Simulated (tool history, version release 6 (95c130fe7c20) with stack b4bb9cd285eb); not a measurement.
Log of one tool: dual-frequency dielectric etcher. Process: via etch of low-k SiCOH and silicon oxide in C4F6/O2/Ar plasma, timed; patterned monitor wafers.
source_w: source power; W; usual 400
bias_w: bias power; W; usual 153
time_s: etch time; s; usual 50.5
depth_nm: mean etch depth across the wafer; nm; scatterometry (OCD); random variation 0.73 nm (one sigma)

| run | hour | source_w | bias_w | time_s | wafers since the last listed run | hours since the last wet clean | hours since the last source power generator calibration | hours since the last bias power generator calibration | hours since the last upper electrode change | hours since the gauge calibration | read-back reference wafer on the same gauge, depth_nm | depth_nm |
|---|---|---|---|---|---|---|---|---|---|---|---|---|
| 1 | 0.0 | 450 | 179 | 50.5 | 0 | 368.0 | 1675.4 | 1491.8 | 1674.1 | 1098.4 | 127.1 | 134.2 |
| 2 | 45.2 | 450 | 179 | 50.5 | 763 | 413.2 | 1720.6 | 1537.0 | 1719.3 | 1143.6 | 127.2 | 133.1 |
|  | 148.6 | wet clean of the chamber |
| 3 | 149.1 | 400 | 153 | 57.5 | 1349 | 0.5 | 1824.5 | 1640.9 | 1823.2 | 1247.5 | 126.9 | 134.1 |
| 4 | 239.5 | 400 | 153 | 57.5 | 1526 | 90.9 | 1914.9 | 1731.3 | 1913.6 | 1337.9 | 127.0 | 134.0 |
| 5 | 334.1 | 400 | 153 | 57.5 | 1597 | 185.5 | 2009.5 | 1825.9 | 2008.2 | 1432.5 | 127.0 | 135.5 |
| 6 | 433.5 | 400 | 153 | 55.5 | 1678 | 284.9 | 2108.9 | 1925.3 | 2107.6 | 1531.9 | 126.9 | 131.6 |
| 7 | 477.8 | 480 | 175 | 50.5 | 748 | 329.2 | 2153.2 | 1969.6 | 2151.9 | 1576.2 | 127.0 | 133.1 |
| 8 | 534.0 | 480 | 175 | 50.5 | 949 | 385.4 | 2209.4 | 2025.8 | 2208.1 | 1632.4 | 126.9 | 133.1 |
| 9 | 625.2 | 400 | 153 | 55.0 | 1540 | 476.6 | 2300.6 | 2117.0 | 2299.3 | 1723.6 | 126.9 | 132.7 |
| 10 | 677.8 | 400 | 153 | 55.0 | 888 | 529.2 | 2353.2 | 2169.6 | 2351.9 | 1776.2 | 127.2 | 133.3 |
| 11 | 718.6 | 400 | 153 | 55.0 | 689 | 570.0 | 2394.0 | 2210.4 | 2392.7 | 1817.0 | 127.1 | 132.3 |
|  | 788.9 | wet clean of the chamber |
| 12 | 820.5 | 400 | 153 | 41.5 | 1315 | 31.6 | 2495.9 | 2312.3 | 2494.6 | 1918.9 | 126.7 | 97.2 |
|  | 896.6 | gauge calibrated |
| 13 | 897.0 | 400 | 153 | 41.5 | 1292 | 108.1 | 2572.4 | 2388.8 | 2571.1 | 0.4 | 126.8 | 96.2 |
| 14 | 960.7 | 400 | 153 | 50.5 | 1075 | 171.8 | 2636.1 | 2452.5 | 2634.8 | 64.1 | 126.9 | 117.9 |
| 15 | 1019.3 | 300 | 153 | 40.5 | 989 | 230.4 | 2694.7 | 2511.1 | 2693.4 | 122.7 | 127.0 | 86.4 |
| 16 | 1097.1 | 300 | 142 | 50.5 | 1314 | 308.2 | 2772.5 | 2588.9 | 2771.2 | 200.5 | 127.1 | 106.0 |
| 17 | 1136.3 | 400 | 174 | 50.5 | 662 | 347.4 | 2811.7 | 2628.1 | 2810.4 | 239.7 | 127.1 | 124.7 |
| 18 | 1210.1 | 360 | 117 | 57.0 | 1246 | 421.2 | 2885.5 | 2701.9 | 2884.2 | 313.5 | 127.0 | 122.4 |
|  | 1222.2 | source power generator calibrated |
| 19 | 1305.7 | 500 | 153 | 50.5 | 1547 | 516.8 | 83.5 | 2797.5 | 2979.8 | 409.1 | 127.1 | 132.1 |
|  | 1373.8 | upper electrode replaced |
| 20 | 1394.2 | 480 | 175 | 50.5 | 1089 | 605.3 | 172.0 | 2886.0 | 20.4 | 497.6 | 126.8 | 135.1 |
|  | 1419.8 | wet clean of the chamber |
| 21 | 1496.7 | 400 | 132 | 50.5 | 1325 | 76.9 | 274.5 | 2988.5 | 122.9 | 600.1 | 126.9 | 112.3 |
|  | 1538.0 | bias power generator calibrated |
| 22 | 1575.6 | 400 | 153 | 61.0 | 1265 | 155.8 | 353.4 | 37.6 | 201.8 | 679.0 | 126.9 | 143.2 |
| 23 | 1690.9 | 480 | 153 | 50.5 | 1947 | 271.1 | 468.7 | 152.9 | 317.1 | 794.3 | 127.0 | 126.2 |
| 24 | 1792.6 | 400 | 153 | 50.5 | 1717 | 372.8 | 570.4 | 254.6 | 418.8 | 896.0 | 127.0 | 120.1 |
| 25 | 1835.7 | 400 | 168 | 50.5 | 727 | 415.9 | 613.5 | 297.7 | 461.9 | 939.1 | 126.9 | 123.8 |
| 26 | 1874.7 | 370 | 175 | 36.0 | 658 | 454.9 | 652.5 | 336.7 | 500.9 | 978.1 | 127.2 | 86.2 |
|  | 1928.6 | wet clean of the chamber |
| 27 | 1930.8 | 460 | 153 | 46.0 | 542 | 2.2 | 708.6 | 392.8 | 557.0 | 1034.2 | 126.8 | 112.4 |
| 28 | 2000.3 | 400 | 153 | 50.5 | 1173 | 71.7 | 778.1 | 462.3 | 626.5 | 1103.7 | 126.9 | 116.7 |
| 29 | 2075.4 | 400 | 180 | 42.0 | 1268 | 146.8 | 853.2 | 537.4 | 701.6 | 1178.8 | 126.8 | 103.7 |

Forecast each of these 3 alternatives for the next run:
| A | 2075.8 | 400 | 178 | 50.5 | 6 | 147.2 | 853.6 | 537.8 | 702.0 | 1179.2 | ? | ? |
| B | 2075.8 | 400 | 131 | 60.5 | 6 | 147.2 | 853.6 | 537.8 | 702.0 | 1179.2 | ? | ? |
| C | 2075.8 | 430 | 180 | 50.5 | 6 | 147.2 | 853.6 | 537.8 | 702.0 | 1179.2 | ? | ? |

| run | read-back reference wafer on the same gauge, depth_nm | depth_nm |
|---|---|---|
| A | 127.0 | 122.3 |
| B | 127.0 | 134.5 |
| C | 127.0 | 125.8 |
Without the tool's hidden state the same runs would have given:
| run | depth_nm |
|---|---|
| A | 121.2 |
| B | 133.3 |
| C | 124.7 |
